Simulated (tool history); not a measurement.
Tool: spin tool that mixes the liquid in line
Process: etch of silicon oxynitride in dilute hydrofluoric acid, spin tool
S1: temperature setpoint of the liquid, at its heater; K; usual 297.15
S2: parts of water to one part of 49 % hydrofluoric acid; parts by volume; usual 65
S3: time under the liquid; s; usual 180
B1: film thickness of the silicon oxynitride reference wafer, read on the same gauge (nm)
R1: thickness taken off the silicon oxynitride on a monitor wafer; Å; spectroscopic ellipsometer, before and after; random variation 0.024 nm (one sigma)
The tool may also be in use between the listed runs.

run 1 day=0.000 | S1=297.15 S2=65 S3=180 | B1=110.01 | R1=55.6
run 2 day=1.288 | S1=295.15 S2=65 S3=180 | B1=110.00 | R1=50.0
run 3 day=2.179 | S1=295.15 S2=65 S3=180 | B1=110.00 | R1=50.3
run 4 day=3.512 | S1=295.15 S2=65 S3=180 | B1=110.01 | R1=50.0
run 5 day=4.921 | S1=297.15 S2=65 S3=180 | B1=110.00 | R1=54.6
run 6 day=6.379 | S1=297.15 S2=65 S3=180 | B1=109.98 | R1=55.0
run 7 day=8.933 | S1=297.15 S2=65 S3=180 | B1=110.03 | R1=55.0
run 8 day=10.258 | S1=297.15 S2=45 S3=125 | B1=110.04 | R1=55.9
run 9 day=10.875 | S1=297.15 S2=45 S3=125 | B1=110.03 | R1=56.0
run 10 day=12.338 | S1=297.15 S2=65 S3=220 | B1=110.01 | R1=66.7
run 11 day=13.312 | S1=297.15 S2=65 S3=220 | B1=110.02 | R1=67.1
run 12 day=13.817 | S1=297.15 S2=65 S3=180 | B1=109.96 | R1=54.3
run 13 day=15.067 | S1=297.15 S2=65 S3=180 | B1=109.97 | R1=54.7
run 14 day=16.479 | S1=297.15 S2=65 S3=180 | B1=109.95 | R1=54.6
run 15 day=17.125 | S1=297.15 S2=65 S3=180 | B1=110.02 | R1=54.4
run 16 day=20.458 | S1=297.15 S2=65 S3=180 | B1=109.98 | R1=54.2
run 17 day=21.258 | S1=297.15 S2=65 S3=180 | B1=110.06 | R1=54.4
run 18 day=21.788 | S1=294.65 S2=55 S3=180 | B1=110.03 | R1=57.5
run 19 day=23.225 | S1=297.15 S2=65 S3=180 | B1=110.00 | R1=54.4
run 20 day=24.667 | S1=295.65 S2=65 S3=180 | B1=110.00 | R1=50.3
run 21 day=25.821 | S1=297.15 S2=65 S3=180 | B1=110.04 | R1=53.7
run 22 day=26.804 | S1=297.15 S2=65 S3=180 | B1=109.93 | R1=54.0
run 23 day=27.446 | S1=295.15 S2=65 S3=255 | B1=110.01 | R1=73.9
run 24 day=28.575 | S1=292.65 S2=40 S3=180 | B1=109.97 | R1=75.0
run 25 day=29.792 | S1=294.65 S2=50 S3=115 | B1=110.05 | R1=42.5
run 26 day=31.017 | S1=297.15 S2=65 S3=275 | B1=109.99 | R1=86.8
run 27 day=31.821 | S1=300.15 S2=65 S3=80 | B1=110.01 | R1=29.2
run 28 day=33.062 | S1=293.15 S2=55 S3=245 | B1=109.99 | R1=75.3
run 29 day=34.471 | S1=300.15 S2=45 S3=245 | B1=109.97 | R1=131.5
run 30 day=35.492 | S1=292.65 S2=75 S3=140 | B1=110.01 | R1=30.5
run 31 day=36.646 | S1=294.15 S2=85 S3=290 | B1=110.03 | R1=59.3
run 32 day=37.608 | S1=298.65 S2=55 S3=135 | B1=110.02 | R1=54.1
run 33 day=38.525 | S1=301.65 S2=35 S3=245 | B1=109.98 | R1=182.0

Taken out of this log: 3 entries between the listed runs. Where each belongs, and how the hidden state differs across it:
Between runs 15 and 16: thermometer replaced (day 18.892)
  hydrofluoric acid flow below the setpoint (%): 4.66 -> 4.99
  measured less the result without the state, R1: -2.8 -> -3.0 Å
Between runs 22 and 23: hydrofluoric acid flow meter replaced (day 27.425)
  hydrofluoric acid flow below the setpoint (%): 5.62 -> 0.201
  measured less the result without the state, R1: -3.4 -> -0.1 Å
Between runs 25 and 26: gauge calibrated (day 30.150)
  hydrofluoric acid flow below the setpoint (%): 0.434 -> 0.556
  measured less the result without the state, R1: -0.2 -> -0.5 Å
